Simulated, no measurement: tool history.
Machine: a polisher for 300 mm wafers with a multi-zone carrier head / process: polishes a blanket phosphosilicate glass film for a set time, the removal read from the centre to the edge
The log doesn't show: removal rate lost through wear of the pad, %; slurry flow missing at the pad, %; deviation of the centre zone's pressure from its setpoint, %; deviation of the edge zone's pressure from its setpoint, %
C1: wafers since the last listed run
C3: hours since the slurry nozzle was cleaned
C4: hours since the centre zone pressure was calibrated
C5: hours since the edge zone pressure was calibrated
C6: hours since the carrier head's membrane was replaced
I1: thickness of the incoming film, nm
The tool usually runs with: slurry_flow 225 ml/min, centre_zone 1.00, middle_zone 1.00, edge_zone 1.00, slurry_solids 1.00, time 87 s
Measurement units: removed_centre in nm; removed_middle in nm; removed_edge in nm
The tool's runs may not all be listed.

run 1 hour=0.0 | slurry_flow=225 centre_zone=1.00 middle_zone=1.00 edge_zone=1.00 slurry_solids=1.00 time=87 | C1=0 wafers_polished_on_this_pad=258 C3=511.8 C4=899.0 C5=1464.7 C6=1126.5 | I1=4686.9 | removed_centre=644.8 removed_middle=641.1 removed_edge=666.4
-- hour=10.6 slurry nozzle cleaned
run 2 hour=17.6 | slurry_flow=225 centre_zone=1.00 middle_zone=1.00 edge_zone=0.94 slurry_solids=1.00 time=87 | C1=182 wafers_polished_on_this_pad=440 C3=7.0 C4=916.6 C5=1482.3 C6=1144.1 | I1=4670.4 | removed_centre=735.2 removed_middle=715.3 removed_edge=715.5
run 3 hour=28.3 | slurry_flow=225 centre_zone=1.00 middle_zone=1.00 edge_zone=0.94 slurry_solids=1.00 time=87 | C1=117 wafers_polished_on_this_pad=558 C3=17.7 C4=927.3 C5=1493.0 C6=1154.8 | I1=4725.0 | removed_centre=741.1 removed_middle=728.1 removed_edge=704.8
run 4 hour=41.0 | slurry_flow=225 centre_zone=1.00 middle_zone=1.00 edge_zone=1.00 slurry_solids=1.00 time=87 | C1=139 wafers_polished_on_this_pad=697 C3=30.4 C4=940.0 C5=1505.7 C6=1167.5 | I1=4699.6 | removed_centre=741.0 removed_middle=722.9 removed_edge=729.4
run 5 hour=52.9 | slurry_flow=225 centre_zone=1.10 middle_zone=1.10 edge_zone=1.00 slurry_solids=0.85 time=87 | C1=130 wafers_polished_on_this_pad=828 C3=42.3 C4=951.9 C5=1517.6 C6=1179.4 | I1=4696.6 | removed_centre=703.0 removed_middle=712.3 removed_edge=657.5
run 6 hour=60.2 | slurry_flow=180 centre_zone=1.00 middle_zone=1.00 edge_zone=0.89 slurry_solids=1.00 time=62 | C1=80 wafers_polished_on_this_pad=908 C3=49.6 C4=959.2 C5=1524.9 C6=1186.7 | I1=4672.4 | removed_centre=513.2 removed_middle=492.8 removed_edge=472.1
run 7 hour=66.8 | slurry_flow=225 centre_zone=1.00 middle_zone=0.95 edge_zone=1.03 slurry_solids=1.00 time=74 | C1=72 wafers_polished_on_this_pad=981 C3=56.2 C4=965.8 C5=1531.5 C6=1193.3 | I1=4733.0 | removed_centre=638.9 removed_middle=586.7 removed_edge=626.5
-- hour=75.1 worn pad replaced by a new one
run 8 hour=82.7 | slurry_flow=225 centre_zone=1.00 middle_zone=1.00 edge_zone=1.00 slurry_solids=1.00 time=87 | C1=130 wafers_polished_on_this_pad=83 C3=72.1 C4=981.7 C5=1547.4 C6=1209.2 | I1=4691.0 | removed_centre=758.8 removed_middle=721.0 removed_edge=727.8
-- hour=88.9 carrier head's membrane replaced by a new one
-- hour=89.1 edge zone pressure recalibrated
run 9 hour=90.2 | slurry_flow=225 centre_zone=0.93 middle_zone=1.11 edge_zone=1.00 slurry_solids=0.80 time=112 | C1=25 wafers_polished_on_this_pad=108 C3=79.6 C4=989.2 C5=1.1 C6=1.3 | I1=4663.5 | removed_centre=797.4 removed_middle=875.4 removed_edge=825.5
run 10 hour=100.5 | slurry_flow=225 centre_zone=1.07 middle_zone=1.00 edge_zone=1.00 slurry_solids=1.20 time=65 | C1=113 wafers_polished_on_this_pad=221 C3=89.9 C4=999.5 C5=11.4 C6=11.6 | I1=4674.9 | removed_centre=631.1 removed_middle=594.9 removed_edge=602.8
-- hour=114.6 centre zone pressure recalibrated
run 11 hour=116.7 | slurry_flow=225 centre_zone=1.10 middle_zone=1.00 edge_zone=1.00 slurry_solids=1.00 time=87 | C1=155 wafers_polished_on_this_pad=377 C3=106.1 C4=2.1 C5=27.6 C6=27.8 | I1=4730.4 | removed_centre=773.5 removed_middle=723.5 removed_edge=722.7
run 12 hour=128.8 | slurry_flow=260 centre_zone=0.90 middle_zone=1.00 edge_zone=0.89 slurry_solids=1.00 time=72 | C1=132 wafers_polished_on_this_pad=510 C3=118.2 C4=14.2 C5=39.7 C6=39.9 | I1=4663.9 | removed_centre=590.9 removed_middle=613.6 removed_edge=576.3
run 13 hour=138.2 | slurry_flow=225 centre_zone=1.00 middle_zone=1.00 edge_zone=1.00 slurry_solids=1.00 time=87 | C1=103 wafers_polished_on_this_pad=613 C3=127.6 C4=23.6 C5=49.1 C6=49.3 | I1=4630.8 | removed_centre=741.7 removed_middle=705.7 removed_edge=726.3
run 14 hour=148.1 | slurry_flow=225 centre_zone=1.00 middle_zone=1.00 edge_zone=0.97 slurry_solids=1.00 time=87 | C1=108 wafers_polished_on_this_pad=722 C3=137.5 C4=33.5 C5=59.0 C6=59.2 | I1=4728.5 | removed_centre=726.4 removed_middle=719.1 removed_edge=712.1
run 15 hour=161.1 | slurry_flow=225 centre_zone=1.00 middle_zone=0.90 edge_zone=0.92 slurry_solids=1.00 time=87 | C1=142 wafers_polished_on_this_pad=865 C3=150.5 C4=46.5 C5=72.0 C6=72.2 | I1=4605.3 | removed_centre=727.7 removed_middle=660.1 removed_edge=689.4
-- hour=174.3 worn pad replaced by a new one
run 16 hour=174.8 | slurry_flow=225 centre_zone=1.07 middle_zone=0.95 edge_zone=1.00 slurry_solids=1.20 time=87 | C1=106 wafers_polished_on_this_pad=5 C3=164.2 C4=60.2 C5=85.7 C6=85.9 | I1=4684.6 | removed_centre=846.9 removed_middle=746.2 removed_edge=799.7
run 17 hour=189.0 | slurry_flow=225 centre_zone=1.00 middle_zone=1.00 edge_zone=1.00 slurry_solids=0.75 time=87 | C1=155 wafers_polished_on_this_pad=161 C3=178.4 C4=74.4 C5=99.9 C6=100.1 | I1=4664.9 | removed_centre=626.5 removed_middle=596.6 removed_edge=603.9
run 18 hour=200.7 | slurry_flow=225 centre_zone=1.00 middle_zone=1.11 edge_zone=1.08 slurry_solids=1.00 time=87 | C1=128 wafers_polished_on_this_pad=289 C3=190.1 C4=86.1 C5=111.6 C6=111.8 | I1=4658.4 | removed_centre=735.0 removed_middle=795.1 removed_edge=747.0
run 19 hour=212.0 | slurry_flow=225 centre_zone=0.96 middle_zone=1.00 edge_zone=1.06 slurry_solids=1.30 time=99 | C1=124 wafers_polished_on_this_pad=413 C3=201.4 C4=97.4 C5=122.9 C6=123.1 | I1=4673.7 | removed_centre=931.6 removed_middle=921.8 removed_edge=963.3
run 20 hour=221.0 | slurry_flow=225 centre_zone=1.00 middle_zone=1.00 edge_zone=1.00 slurry_solids=1.00 time=87 | C1=98 wafers_polished_on_this_pad=512 C3=210.4 C4=106.4 C5=131.9 C6=132.1 | I1=4652.1 | removed_centre=726.8 removed_middle=716.1 removed_edge=726.7
run 21 hour=237.9 | slurry_flow=255 centre_zone=1.00 middle_zone=0.96 edge_zone=1.00 slurry_solids=1.00 time=87 | C1=185 wafers_polished_on_this_pad=698 C3=227.3 C4=123.3 C5=148.8 C6=149.0 | I1=4692.4 | removed_centre=759.4 removed_middle=694.7 removed_edge=734.2

Branching from run 21: 4 alternative next runs. What would each branch give?
run A hour=238.4 | slurry_flow=225 centre_zone=1.00 middle_zone=1.00 edge_zone=1.00 slurry_solids=1.00 time=87 | C1=5 wafers_polished_on_this_pad=703 C3=227.8 C4=123.8 C5=149.3 C6=149.5 | I1=4718.2 | removed_centre=? removed_middle=? removed_edge=?
run B hour=238.4 | slurry_flow=225 centre_zone=1.07 middle_zone=1.00 edge_zone=1.00 slurry_solids=1.00 time=87 | C1=5 wafers_polished_on_this_pad=703 C3=227.8 C4=123.8 C5=149.3 C6=149.5 | I1=4718.2 | removed_centre=? removed_middle=? removed_edge=?
run C hour=238.4 | slurry_flow=225 centre_zone=0.94 middle_zone=1.00 edge_zone=1.00 slurry_solids=1.00 time=87 | C1=5 wafers_polished_on_this_pad=703 C3=227.8 C4=123.8 C5=149.3 C6=149.5 | I1=4718.2 | removed_centre=? removed_middle=? removed_edge=?
run D hour=238.4 | slurry_flow=285 centre_zone=0.93 middle_zone=1.00 edge_zone=1.08 slurry_solids=1.00 time=73 | C1=5 wafers_polished_on_this_pad=703 C3=227.8 C4=123.8 C5=149.3 C6=149.5 | I1=4718.2 | removed_centre=? removed_middle=? removed_edge=?

run=A removed_centre=709.8 removed_middle=716.7 removed_edge=724.5
run=B removed_centre=746.4 removed_middle=716.6 removed_edge=724.5
run=C removed_centre=678.4 removed_middle=716.9 removed_edge=724.5
run=D removed_centre=585.5 removed_middle=621.2 removed_edge=646.8
Without the tool's hidden state the same runs would have given:
run=A removed_centre=720.5 removed_middle=726.4 removed_edge=731.7
run=B removed_centre=757.7 removed_middle=726.2 removed_edge=731.7
run=C removed_centre=688.6 removed_middle=726.6 removed_edge=731.7
run=D removed_centre=592.2 removed_middle=627.7 removed_edge=651.9

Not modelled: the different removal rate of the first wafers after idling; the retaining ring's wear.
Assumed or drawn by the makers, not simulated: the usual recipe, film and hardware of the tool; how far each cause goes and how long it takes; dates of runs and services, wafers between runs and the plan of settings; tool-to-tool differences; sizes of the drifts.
